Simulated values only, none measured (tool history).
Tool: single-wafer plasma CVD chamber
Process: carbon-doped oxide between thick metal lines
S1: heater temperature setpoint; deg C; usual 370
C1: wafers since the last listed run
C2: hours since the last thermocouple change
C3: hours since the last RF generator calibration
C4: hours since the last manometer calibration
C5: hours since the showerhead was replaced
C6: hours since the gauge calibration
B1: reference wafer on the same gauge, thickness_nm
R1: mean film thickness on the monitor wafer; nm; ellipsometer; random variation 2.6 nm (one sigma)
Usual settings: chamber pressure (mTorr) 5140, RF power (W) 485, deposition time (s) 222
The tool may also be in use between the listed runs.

{"run": 1, "hour": 0.0, "S1": 370, "chamber pressure (mTorr)": 5140, "RF power (W)": 485, "deposition time (s)": 222, "C1": 0, "C2": 1525.2, "C3": 2374.5, "C4": 1748.5, "C5": 7497, "C6": 267.6, "B1": 1049.691, "R1": 1003.166}
{"run": 2, "hour": 24.5, "S1": 370, "chamber pressure (mTorr)": 5140, "RF power (W)": 485, "deposition time (s)": 222, "C1": 233, "C2": 1549.7, "C3": 2399, "C4": 1773, "C5": 7521.5, "C6": 292.1, "B1": 1049.887, "R1": 999.63}
{"run": 3, "hour": 38.7, "S1": 370, "chamber pressure (mTorr)": 5140, "RF power (W)": 485, "deposition time (s)": 222, "C1": 135, "C2": 1563.9, "C3": 2413.2, "C4": 1787.2, "C5": 7535.7, "C6": 306.3, "B1": 1049.12, "R1": 999.082}
{"run": 4, "hour": 52.0, "S1": 370, "chamber pressure (mTorr)": 5140, "RF power (W)": 485, "deposition time (s)": 222, "C1": 126, "C2": 1577.2, "C3": 2426.5, "C4": 1800.5, "C5": 7549, "C6": 319.6, "B1": 1049.489, "R1": 1000.338}
{"run": 5, "hour": 79.9, "S1": 370, "chamber pressure (mTorr)": 5140, "RF power (W)": 485, "deposition time (s)": 207, "C1": 265, "C2": 1605.1, "C3": 2454.4, "C4": 1828.4, "C5": 7576.9, "C6": 347.5, "B1": 1049.635, "R1": 927.561}
{"run": 6, "hour": 107.5, "S1": 370, "chamber pressure (mTorr)": 4680, "RF power (W)": 485, "deposition time (s)": 205, "C1": 262, "C2": 1632.7, "C3": 2482, "C4": 1856, "C5": 7604.5, "C6": 375.1, "B1": 1050.268, "R1": 909.416}
{"run": 7, "hour": 135.2, "S1": 370, "chamber pressure (mTorr)": 4680, "RF power (W)": 485, "deposition time (s)": 205, "C1": 263, "C2": 1660.4, "C3": 2509.7, "C4": 1883.7, "C5": 7632.2, "C6": 402.8, "B1": 1049.699, "R1": 903.715}
{"run": 8, "hour": 159.4, "S1": 370, "chamber pressure (mTorr)": 5140, "RF power (W)": 485, "deposition time (s)": 222, "C1": 230, "C2": 1684.6, "C3": 2533.9, "C4": 1907.9, "C5": 7656.4, "C6": 427, "B1": 1050.325, "R1": 991.718}
{"hour": 196.5, "done": "thermocouple changed; heater temperature recalibrated"}
{"run": 9, "hour": 197.0, "S1": 370, "chamber pressure (mTorr)": 4320, "RF power (W)": 485, "deposition time (s)": 222, "C1": 281, "C2": 0.5, "C3": 2571.5, "C4": 1945.5, "C5": 7694, "C6": 464.6, "B1": 1050.311, "R1": 974.367}
{"run": 10, "hour": 207.2, "S1": 370, "chamber pressure (mTorr)": 4320, "RF power (W)": 485, "deposition time (s)": 222, "C1": 97, "C2": 10.7, "C3": 2581.7, "C4": 1955.7, "C5": 7704.2, "C6": 474.8, "B1": 1050.324, "R1": 967.243}
{"run": 11, "hour": 228.5, "S1": 370, "chamber pressure (mTorr)": 4320, "RF power (W)": 485, "deposition time (s)": 222, "C1": 202, "C2": 32, "C3": 2603, "C4": 1977, "C5": 7725.5, "C6": 496.1, "B1": 1049.481, "R1": 968.925}
{"run": 12, "hour": 244.3, "S1": 370, "chamber pressure (mTorr)": 5140, "RF power (W)": 485, "deposition time (s)": 222, "C1": 150, "C2": 47.8, "C3": 2618.8, "C4": 1992.8, "C5": 7741.3, "C6": 511.9, "B1": 1050.136, "R1": 990.799}
{"run": 13, "hour": 279.9, "S1": 370, "chamber pressure (mTorr)": 5140, "RF power (W)": 485, "deposition time (s)": 222, "C1": 338, "C2": 83.4, "C3": 2654.4, "C4": 2028.4, "C5": 7776.9, "C6": 547.5, "B1": 1049.082, "R1": 987.737}
{"run": 14, "hour": 294.6, "S1": 370, "chamber pressure (mTorr)": 5140, "RF power (W)": 485, "deposition time (s)": 222, "C1": 139, "C2": 98.1, "C3": 2669.1, "C4": 2043.1, "C5": 7791.6, "C6": 562.2, "B1": 1049.765, "R1": 993.925}
{"hour": 303.0, "done": "showerhead replaced"}
{"hour": 323.0, "done": "capacitance manometer re-zeroed and calibrated"}
{"run": 15, "hour": 325.6, "S1": 370, "chamber pressure (mTorr)": 5140, "RF power (W)": 485, "deposition time (s)": 222, "C1": 142, "C2": 129.1, "C3": 2700.1, "C4": 2.6, "C5": 22.6, "C6": 593.2, "B1": 1049.472, "R1": 988.954}
{"run": 16, "hour": 340.4, "S1": 364, "chamber pressure (mTorr)": 4510, "RF power (W)": 580, "deposition time (s)": 185, "C1": 140, "C2": 143.9, "C3": 2714.9, "C4": 17.4, "C5": 37.4, "C6": 608, "B1": 1050.085, "R1": 964.142}
{"run": 17, "hour": 387.3, "S1": 365, "chamber pressure (mTorr)": 4440, "RF power (W)": 560, "deposition time (s)": 261, "C1": 446, "C2": 190.8, "C3": 2761.8, "C4": 64.3, "C5": 84.3, "C6": 654.9, "B1": 1050.211, "R1": 1314.199}
{"hour": 398.6, "done": "gauge calibrated"}
{"hour": 420.4, "done": "RF generator calibrated"}
{"run": 18, "hour": 420.9, "S1": 370, "chamber pressure (mTorr)": 4240, "RF power (W)": 485, "deposition time (s)": 222, "C1": 243, "C2": 224.4, "C3": 0.5, "C4": 97.9, "C5": 117.9, "C6": 22.3, "B1": 1050.615, "R1": 1038.298}
{"run": 19, "hour": 434.6, "S1": 370, "chamber pressure (mTorr)": 5140, "RF power (W)": 485, "deposition time (s)": 222, "C1": 130, "C2": 238.1, "C3": 14.2, "C4": 111.6, "C5": 131.6, "C6": 36, "B1": 1049.314, "R1": 1066.706}
{"run": 20, "hour": 462.3, "S1": 360, "chamber pressure (mTorr)": 5790, "RF power (W)": 485, "deposition time (s)": 222, "C1": 263, "C2": 265.8, "C3": 41.9, "C4": 139.3, "C5": 159.3, "C6": 63.7, "B1": 1050.276, "R1": 1107.343}
{"run": 21, "hour": 476.2, "S1": 385, "chamber pressure (mTorr)": 4020, "RF power (W)": 485, "deposition time (s)": 222, "C1": 132, "C2": 279.7, "C3": 55.8, "C4": 153.2, "C5": 173.2, "C6": 77.6, "B1": 1049.768, "R1": 998.338}
{"run": 22, "hour": 495.3, "S1": 370, "chamber pressure (mTorr)": 5140, "RF power (W)": 485, "deposition time (s)": 222, "C1": 181, "C2": 298.8, "C3": 74.9, "C4": 172.3, "C5": 192.3, "C6": 96.7, "B1": 1048.895, "R1": 1059.538}
{"run": 23, "hour": 519.9, "S1": 370, "chamber pressure (mTorr)": 5140, "RF power (W)": 530, "deposition time (s)": 222, "C1": 234, "C2": 323.4, "C3": 99.5, "C4": 196.9, "C5": 216.9, "C6": 121.3, "B1": 1049.874, "R1": 1151.104}
{"run": 24, "hour": 550.8, "S1": 370, "chamber pressure (mTorr)": 5140, "RF power (W)": 570, "deposition time (s)": 222, "C1": 294, "C2": 354.3, "C3": 130.4, "C4": 227.8, "C5": 247.8, "C6": 152.2, "B1": 1050.53, "R1": 1218.775}
{"run": 25, "hour": 569.0, "S1": 378, "chamber pressure (mTorr)": 5140, "RF power (W)": 485, "deposition time (s)": 206, "C1": 173, "C2": 372.5, "C3": 148.6, "C4": 246, "C5": 266, "C6": 170.4, "B1": 1049.954, "R1": 965.609}
{"run": 26, "hour": 588.8, "S1": 370, "chamber pressure (mTorr)": 5140, "RF power (W)": 485, "deposition time (s)": 254, "C1": 188, "C2": 392.3, "C3": 168.4, "C4": 265.8, "C5": 285.8, "C6": 190.2, "B1": 1050.552, "R1": 1214.119}
{"run": 27, "hour": 602.1, "S1": 370, "chamber pressure (mTorr)": 5140, "RF power (W)": 430, "deposition time (s)": 200, "C1": 126, "C2": 405.6, "C3": 181.7, "C4": 279.1, "C5": 299.1, "C6": 203.5, "B1": 1050.365, "R1": 841.558}
{"run": 28, "hour": 628.3, "S1": 370, "chamber pressure (mTorr)": 4380, "RF power (W)": 485, "deposition time (s)": 222, "C1": 249, "C2": 431.8, "C3": 207.9, "C4": 305.3, "C5": 325.3, "C6": 229.7, "B1": 1049.603, "R1": 1037.261}

Hidden state or all else? Some run-to-run changes of R1, split into what the settings, what came in and random variation would give without the hidden state, and what is left for the hidden state (with any gauge scatter that isn't in both results):
The hidden state here: wafer temperature above the value expected at the setpoint (K); delivered RF power above the setpoint (%); true pressure above the setpoint (%); gauge reads high (%).
Run 16 -> 17: S1 364 -> 365, chamber pressure (mTorr) 4510 -> 4440, RF power (W) 580 -> 560, deposition time (s) 185 -> 261. R1 +350.057 nm: hidden state -33.068, all else +383.125.
Run 17 -> 18: S1 365 -> 370, chamber pressure (mTorr) 4440 -> 4240, RF power (W) 560 -> 485, deposition time (s) 261 -> 222, gauge calibrated, RF generator calibrated. R1 -275.901 nm: hidden state +96.884, all else -372.785.
Run 26 -> 27: RF power (W) 485 -> 430, deposition time (s) 254 -> 200. R1 -372.561 nm: hidden state +4.865, all else -377.426.
